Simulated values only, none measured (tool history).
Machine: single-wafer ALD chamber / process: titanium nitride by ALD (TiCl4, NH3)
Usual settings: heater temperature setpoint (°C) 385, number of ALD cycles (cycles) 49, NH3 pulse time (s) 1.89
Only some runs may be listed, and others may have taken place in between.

run	day	heater temperature setpoint (°C)	number of ALD cycles (cycles)	NH3 pulse time (s)	wafers since the last listed run	hours since the last thermocouple change	hours since the showerhead was replaced	hours since the gauge calibration	read-back reference wafer on the same gauge, thickness_nm	mean film thickness on the monitor wafer (Å)
1	0.000	385	49	1.89	0	1559.7	4188.9	293.2	1.010	10.34
# day 2.196: gauge calibrated
2	2.812	385	49	1.68	337	1627.2	4256.4	14.8	1.009	10.17
3	4.104	385	49	2.36	155	1658.2	4287.4	45.8	1.009	10.47
4	5.888	385	49	2.36	214	1701.0	4330.2	88.6	1.010	10.49
5	8.683	385	49	2.36	335	1768.1	4397.3	155.7	1.009	10.49
6	9.788	385	49	1.89	132	1794.6	4423.8	182.2	1.011	10.29
7	10.996	385	49	1.89	145	1823.6	4452.8	211.2	1.009	10.35
8	13.608	373	49	1.89	313	1886.3	4515.5	273.9	1.010	10.11
# day 14.854: showerhead replaced
9	14.875	375	54	1.52	112	1916.7	0.5	304.3	1.010	10.99
10	16.300	385	49	1.68	171	1950.9	34.7	338.5	1.010	10.27
# day 17.033: gauge calibrated
11	17.362	391	42	1.69	127	1976.4	60.2	7.9	1.010	8.88
# day 17.808: thermocouple changed; heater temperature recalibrated
12	20.204	385	49	1.89	301	57.5	128.4	76.1	1.010	10.28
13	22.096	385	49	1.89	227	102.9	173.8	121.5	1.010	10.32
14	23.567	400	53	1.28	176	138.2	209.1	156.8	1.011	11.01
15	26.271	385	49	2.52	324	203.1	274.0	221.7	1.011	10.55

Consider 3 possible next runs. They are alternatives, not a sequence: every one starts from the tool as it was left by run 15. What does each give?
A	26.292	385	49	1.89	2	203.6	274.5	222.2	?	?
B	26.292	380	49	2.37	2	203.6	274.5	222.2	?	?
C	26.292	373	40	1.45	2	203.6	274.5	222.2	?	?

run	read-back reference wafer on the same gauge, thickness_nm	mean film thickness on the monitor wafer (Å)
A	1.011	10.35
B	1.011	10.47
C	1.011	8.07
Had the tool no hidden state, the same runs would have come out as:
run	mean film thickness on the monitor wafer (Å)
A	10.35
B	10.47
C	8.07
